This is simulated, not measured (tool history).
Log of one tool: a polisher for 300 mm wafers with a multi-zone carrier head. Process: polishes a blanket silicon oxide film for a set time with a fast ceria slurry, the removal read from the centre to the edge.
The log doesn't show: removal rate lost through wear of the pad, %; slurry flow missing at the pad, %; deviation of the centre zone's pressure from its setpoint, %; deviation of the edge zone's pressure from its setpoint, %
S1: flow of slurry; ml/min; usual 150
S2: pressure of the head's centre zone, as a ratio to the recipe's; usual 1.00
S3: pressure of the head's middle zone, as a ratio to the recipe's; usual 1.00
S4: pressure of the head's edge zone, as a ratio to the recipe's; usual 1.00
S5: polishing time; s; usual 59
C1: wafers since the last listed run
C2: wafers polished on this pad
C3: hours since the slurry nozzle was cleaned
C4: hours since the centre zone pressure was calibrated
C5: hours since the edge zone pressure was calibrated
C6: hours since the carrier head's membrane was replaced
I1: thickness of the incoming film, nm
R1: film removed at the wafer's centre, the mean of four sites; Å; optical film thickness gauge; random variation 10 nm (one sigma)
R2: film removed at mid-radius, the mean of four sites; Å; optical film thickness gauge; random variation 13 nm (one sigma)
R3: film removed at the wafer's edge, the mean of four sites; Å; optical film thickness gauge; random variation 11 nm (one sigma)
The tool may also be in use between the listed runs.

| run | hour | S1 | S2 | S3 | S4 | S5 | C1 | C2 | C3 | C4 | C5 | C6 | I1 | R1 | R2 | R3 |
|---|---|---|---|---|---|---|---|---|---|---|---|---|---|---|---|---|
| 1 | 0.0 | 150 | 1.00 | 1.04 | 0.95 | 59 | 0 | 1414 | 373.0 | 450.6 | 390.1 | 1131.8 | 2602.4 | 9741 | 9559 | 9108 |
| 2 | 50.9 | 150 | 1.00 | 0.96 | 1.00 | 59 | 437 | 1852 | 423.9 | 501.5 | 441.0 | 1182.7 | 2579.3 | 9833 | 9152 | 9403 |
|  | 83.0 | worn pad replaced by a new one |
| 3 | 118.7 | 150 | 1.00 | 0.96 | 1.00 | 59 | 548 | 306 | 491.7 | 569.3 | 508.8 | 1250.5 | 2639.2 | 10097 | 9191 | 9449 |
|  | 152.7 | slurry nozzle cleaned |
| 4 | 167.3 | 150 | 1.00 | 0.96 | 1.00 | 59 | 409 | 715 | 14.6 | 617.9 | 557.4 | 1299.1 | 2568.8 | 9947 | 9205 | 9427 |
|  | 191.7 | edge zone pressure recalibrated |
| 5 | 211.1 | 150 | 1.00 | 1.00 | 1.00 | 59 | 359 | 1074 | 58.4 | 661.7 | 19.4 | 1342.9 | 2603.0 | 9964 | 9410 | 9217 |
|  | 259.1 | carrier head's membrane replaced by a new one |
| 6 | 259.6 | 170 | 1.00 | 1.00 | 1.00 | 59 | 373 | 1448 | 106.9 | 710.2 | 67.9 | 0.5 | 2560.8 | 10140 | 9724 | 9406 |
| 7 | 288.1 | 150 | 0.91 | 1.00 | 1.00 | 59 | 244 | 1693 | 135.4 | 738.7 | 96.4 | 29.0 | 2598.1 | 9516 | 9772 | 9346 |
| 8 | 336.2 | 130 | 1.00 | 1.08 | 1.00 | 59 | 413 | 2107 | 183.5 | 786.8 | 144.5 | 77.1 | 2611.2 | 9684 | 9807 | 9096 |
|  | 341.4 | worn pad replaced by a new one |
| 9 | 389.5 | 130 | 1.00 | 1.08 | 1.00 | 59 | 423 | 413 | 236.8 | 840.1 | 197.8 | 130.4 | 2602.1 | 9747 | 9812 | 9287 |
| 10 | 448.2 | 130 | 1.00 | 1.08 | 1.00 | 59 | 504 | 918 | 295.5 | 898.8 | 256.5 | 189.1 | 2646.3 | 9882 | 9730 | 9196 |
| 11 | 488.7 | 150 | 1.00 | 1.00 | 1.00 | 59 | 348 | 1266 | 336.0 | 939.3 | 297.0 | 229.6 | 2592.3 | 9965 | 9364 | 9493 |
|  | 569.6 | worn pad replaced by a new one |
| 12 | 584.3 | 180 | 1.00 | 1.00 | 0.95 | 80 | 787 | 126 | 431.6 | 1034.9 | 392.6 | 325.2 | 2634.2 | 14197 | 13193 | 12743 |
| 13 | 637.8 | 170 | 1.00 | 1.08 | 1.00 | 59 | 459 | 585 | 485.1 | 1088.4 | 446.1 | 378.7 | 2584.3 | 10446 | 10364 | 9433 |
| 14 | 666.3 | 150 | 0.92 | 1.00 | 1.00 | 59 | 244 | 830 | 513.6 | 1116.9 | 474.6 | 407.2 | 2609.1 | 9578 | 9351 | 9349 |
| 15 | 725.5 | 150 | 1.04 | 1.03 | 1.00 | 59 | 508 | 1339 | 572.8 | 1176.1 | 533.8 | 466.4 | 2654.6 | 10313 | 9825 | 9148 |
| 16 | 778.5 | 150 | 1.00 | 1.00 | 1.00 | 59 | 455 | 1795 | 625.8 | 1229.1 | 586.8 | 519.4 | 2630.6 | 9966 | 9656 | 9455 |
|  | 801.6 | worn pad replaced by a new one |
|  | 804.5 | edge zone pressure recalibrated |
|  | 804.9 | centre zone pressure recalibrated |
|  | 808.4 | slurry nozzle cleaned |
| 17 | 816.0 | 170 | 1.00 | 1.00 | 0.92 | 59 | 259 | 95 | 7.6 | 11.1 | 11.5 | 556.9 | 2614.4 | 9698 | 9828 | 9118 |
| 18 | 863.3 | 150 | 1.07 | 0.92 | 0.91 | 59 | 406 | 501 | 54.9 | 58.4 | 58.8 | 604.2 | 2668.1 | 9940 | 9068 | 9286 |
| 19 | 918.2 | 150 | 1.00 | 1.00 | 1.00 | 59 | 471 | 973 | 109.8 | 113.3 | 113.7 | 659.1 | 2613.1 | 9781 | 9358 | 9298 |
| 20 | 981.7 | 115 | 0.93 | 1.00 | 1.09 | 48 | 545 | 1519 | 173.3 | 176.8 | 177.2 | 722.6 | 2589.3 | 7155 | 7300 | 7558 |
|  | 1029.6 | worn pad replaced by a new one |
| 21 | 1030.1 | 115 | 0.93 | 1.00 | 1.09 | 48 | 381 | 4 | 221.7 | 225.2 | 225.6 | 771.0 | 2616.9 | 7233 | 7285 | 7636 |
| 22 | 1073.8 | 125 | 1.04 | 1.00 | 1.00 | 59 | 375 | 380 | 265.4 | 268.9 | 269.3 | 814.7 | 2633.2 | 9936 | 9500 | 9100 |

The same runs without the tool's hidden state, with the same run-to-run variation:
| run | R1 |
|---|---|
| 1 | 9259 |
| 2 | 9321 |
| 3 | 9540 |
| 4 | 9380 |
| 5 | 9381 |
| 6 | 9532 |
| 7 | 8935 |
| 8 | 9084 |
| 9 | 9132 |
| 10 | 9248 |
| 11 | 9319 |
| 12 | 13257 |
| 13 | 9747 |
| 14 | 8932 |
| 15 | 9616 |
| 16 | 9287 |
| 17 | 9682 |
| 18 | 9841 |
| 19 | 9602 |
| 20 | 6964 |
| 21 | 7002 |
| 22 | 9578 |
R2: within 5 Å of the measured result in every run.
R3: within 1 Å of the measured result in every run.
